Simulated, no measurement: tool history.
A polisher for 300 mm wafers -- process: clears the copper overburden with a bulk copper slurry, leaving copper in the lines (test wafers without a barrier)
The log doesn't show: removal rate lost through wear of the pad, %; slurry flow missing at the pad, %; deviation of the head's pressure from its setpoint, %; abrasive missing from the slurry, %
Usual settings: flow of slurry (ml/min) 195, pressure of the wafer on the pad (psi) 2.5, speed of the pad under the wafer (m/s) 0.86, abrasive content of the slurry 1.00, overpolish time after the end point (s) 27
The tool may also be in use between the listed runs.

run	hour	flow of slurry (ml/min)	pressure of the wafer on the pad (psi)	speed of the pad under the wafer (m/s)	abrasive content of the slurry	overpolish time after the end point (s)	wafers since the last listed run	wafers polished on this pad	hours since the slurry nozzle was cleaned	hours since the head pressure was calibrated	hours since the slurry blender was calibrated	incoming thickness of the incoming film, nm	time until the end point was called (s)	dishing of a wide line in a test structure (Å)
1	0.0	195	2.5	0.86	1.00	27	0	1215	371.7	341.6	117.6	663.3	100.9	1004
2	29.9	195	2.5	0.86	1.00	27	280	1495	401.6	371.5	147.5	660.3	100.0	1019
# hour 40.5: slurry blender recalibrated
# hour 51.3: worn pad replaced by a new one
3	53.1	195	2.5	0.86	1.00	27	161	16	424.8	394.7	12.6	662.6	99.6	989
4	129.4	155	2.5	0.86	1.00	27	715	731	501.1	471.0	88.9	665.0	102.9	991
5	164.5	155	2.5	0.86	1.00	27	329	1060	536.2	506.1	124.0	650.7	101.8	1000
6	180.7	195	2.1	0.86	1.00	16	151	1212	552.4	522.3	140.2	672.3	116.9	631
# hour 185.4: slurry blender recalibrated
# hour 205.7: worn pad replaced by a new one, of another model than before
7	206.2	195	2.1	0.86	1.00	16	182	4	577.9	547.8	20.8	664.8	124.0	590
8	219.0	195	2.1	0.86	1.00	16	119	124	590.7	560.6	33.6	663.8	124.8	597
9	235.5	195	2.5	0.86	1.00	27	154	279	607.2	577.1	50.1	653.3	101.8	963
10	249.8	195	2.5	0.86	1.00	27	134	413	621.5	591.4	64.4	671.3	106.1	975
11	267.6	195	2.5	0.86	1.00	27	166	580	639.3	609.2	82.2	671.4	106.1	961
# hour 282.2: slurry nozzle cleaned
12	295.4	240	2.5	0.72	0.80	36	251	831	13.2	637.0	110.0	671.7	125.8	1052
13	310.3	195	2.5	0.86	1.30	22	139	970	28.1	651.9	124.9	655.3	98.5	895
14	329.1	195	2.5	0.86	1.00	19	176	1147	46.9	670.7	143.7	664.0	104.8	777
# hour 362.2: slurry blender recalibrated
15	364.1	145	2.8	0.86	1.20	19	309	1456	81.9	705.7	1.9	666.6	94.2	851
# hour 378.3: worn pad replaced by a new one
16	389.3	175	2.5	0.76	1.00	38	198	102	107.1	730.9	27.1	662.1	114.5	1109
17	410.7	195	3.0	0.86	1.00	27	200	303	128.5	752.3	48.5	662.6	90.2	1106
18	439.6	195	2.5	0.86	1.00	27	270	574	157.4	781.2	77.4	651.6	107.2	958
# hour 444.0: head pressure recalibrated
19	460.9	195	1.8	1.10	0.80	12	180	755	178.7	16.9	98.7	659.2	121.7	475
20	484.1	195	2.1	0.86	1.00	16	217	972	201.9	40.1	121.9	651.5	113.5	620
21	502.7	195	3.2	0.96	1.00	32	174	1146	220.5	58.7	140.5	654.8	72.3	1437
# hour 516.4: slurry blender recalibrated
22	532.6	240	2.5	0.86	1.00	36	261	1408	250.4	88.6	16.2	664.1	99.2	1194
# hour 558.5: worn pad replaced by a new one
23	559.6	195	2.5	0.70	1.15	27	215	10	277.4	115.6	43.2	672.7	109.7	947
24	580.1	195	2.5	0.86	1.00	27	192	202	297.9	136.1	63.7	666.7	99.2	1021
25	599.8	195	2.5	0.86	1.00	27	184	387	317.6	155.8	83.4	660.2	100.7	1032
26	623.8	195	2.5	0.86	0.85	19	224	612	341.6	179.8	107.4	661.3	104.3	776
27	651.8	195	1.8	1.10	0.80	12	262	874	369.6	207.8	135.4	665.2	123.2	454

The next listed run, before its measurement:
# hour 660.2: slurry blender recalibrated
28	666.6	195	2.5	0.86	1.00	27	119	994	384.4	222.6	6.4	663.1	?	?

Run 28 came out at time until the end point was called (s) 100.9, dishing of a wide line in a test structure (Å) 1005.
Without the tool's hidden state the same run would have given time until the end point was called (s) 97.8, dishing of a wide line in a test structure (Å) 1030.
